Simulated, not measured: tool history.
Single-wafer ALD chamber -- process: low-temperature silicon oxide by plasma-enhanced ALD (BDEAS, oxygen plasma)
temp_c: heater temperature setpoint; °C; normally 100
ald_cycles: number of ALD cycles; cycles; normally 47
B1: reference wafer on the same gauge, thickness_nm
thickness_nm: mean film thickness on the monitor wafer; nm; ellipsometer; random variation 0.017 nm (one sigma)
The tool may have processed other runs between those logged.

run 1 day=0.000 | temp_c=100 ald_cycles=54 | B1=6.172 | thickness_nm=7.708
run 2 day=1.425 | temp_c=100 ald_cycles=54 | B1=6.167 | thickness_nm=7.676
run 3 day=2.042 | temp_c=100 ald_cycles=47 | B1=6.171 | thickness_nm=6.687
run 4 day=2.896 | temp_c=100 ald_cycles=47 | B1=6.170 | thickness_nm=6.682
run 5 day=3.571 | temp_c=100 ald_cycles=47 | B1=6.170 | thickness_nm=6.663
run 6 day=4.400 | temp_c=100 ald_cycles=47 | B1=6.170 | thickness_nm=6.675
run 7 day=5.600 | temp_c=100 ald_cycles=51 | B1=6.168 | thickness_nm=7.271
run 8 day=6.417 | temp_c=100 ald_cycles=51 | B1=6.171 | thickness_nm=7.288
run 9 day=7.112 | temp_c=100 ald_cycles=51 | B1=6.168 | thickness_nm=7.260
-- day=8.058 thermocouple changed; heater temperature recalibrated
run 10 day=8.175 | temp_c=100 ald_cycles=47 | B1=6.168 | thickness_nm=6.723
run 11 day=8.742 | temp_c=100 ald_cycles=47 | B1=6.167 | thickness_nm=6.684
run 12 day=9.617 | temp_c=100 ald_cycles=47 | B1=6.172 | thickness_nm=6.686
run 13 day=10.442 | temp_c=100 ald_cycles=47 | B1=6.169 | thickness_nm=6.688
run 14 day=11.342 | temp_c=100 ald_cycles=47 | B1=6.170 | thickness_nm=6.698
run 15 day=11.938 | temp_c=92 ald_cycles=54 | B1=6.170 | thickness_nm=7.846
run 16 day=12.583 | temp_c=100 ald_cycles=44 | B1=6.171 | thickness_nm=6.232
run 17 day=13.454 | temp_c=111 ald_cycles=47 | B1=6.171 | thickness_nm=6.547
run 18 day=14.038 | temp_c=92 ald_cycles=47 | B1=6.169 | thickness_nm=6.850
run 19 day=15.417 | temp_c=106 ald_cycles=41 | B1=6.171 | thickness_nm=5.753
run 20 day=16.092 | temp_c=107 ald_cycles=53 | B1=6.169 | thickness_nm=7.454
-- day=16.462 gauge calibrated
run 21 day=17.662 | temp_c=100 ald_cycles=47 | B1=6.172 | thickness_nm=6.679
run 22 day=19.154 | temp_c=90 ald_cycles=47 | B1=6.170 | thickness_nm=6.909
run 23 day=20.492 | temp_c=113 ald_cycles=56 | B1=6.171 | thickness_nm=7.798
run 24 day=21.067 | temp_c=89 ald_cycles=55 | B1=6.169 | thickness_nm=8.133
run 25 day=22.408 | temp_c=100 ald_cycles=47 | B1=6.171 | thickness_nm=6.713
run 26 day=23.175 | temp_c=107 ald_cycles=47 | B1=6.173 | thickness_nm=6.594
run 27 day=24.088 | temp_c=100 ald_cycles=54 | B1=6.173 | thickness_nm=7.694
run 28 day=24.758 | temp_c=107 ald_cycles=51 | B1=6.170 | thickness_nm=7.175

Below are 4 alternative next runs, each starting from the tool's condition after run 28. Predict each:
run A day=24.779 | temp_c=100 ald_cycles=47 | B1=? | thickness_nm=?
run B day=24.779 | temp_c=87 ald_cycles=56 | B1=? | thickness_nm=?
run C day=24.779 | temp_c=95 ald_cycles=52 | B1=? | thickness_nm=?
run D day=24.779 | temp_c=114 ald_cycles=40 | B1=? | thickness_nm=?

run=A B1=6.171 thickness_nm=6.659
run=B B1=6.171 thickness_nm=8.261
run=C B1=6.171 thickness_nm=7.484
run=D B1=6.171 thickness_nm=5.541
What these runs would have given with no unlogged condition in the tool:
run=A thickness_nm=6.659
run=B thickness_nm=8.261
run=C thickness_nm=7.484
run=D thickness_nm=5.541
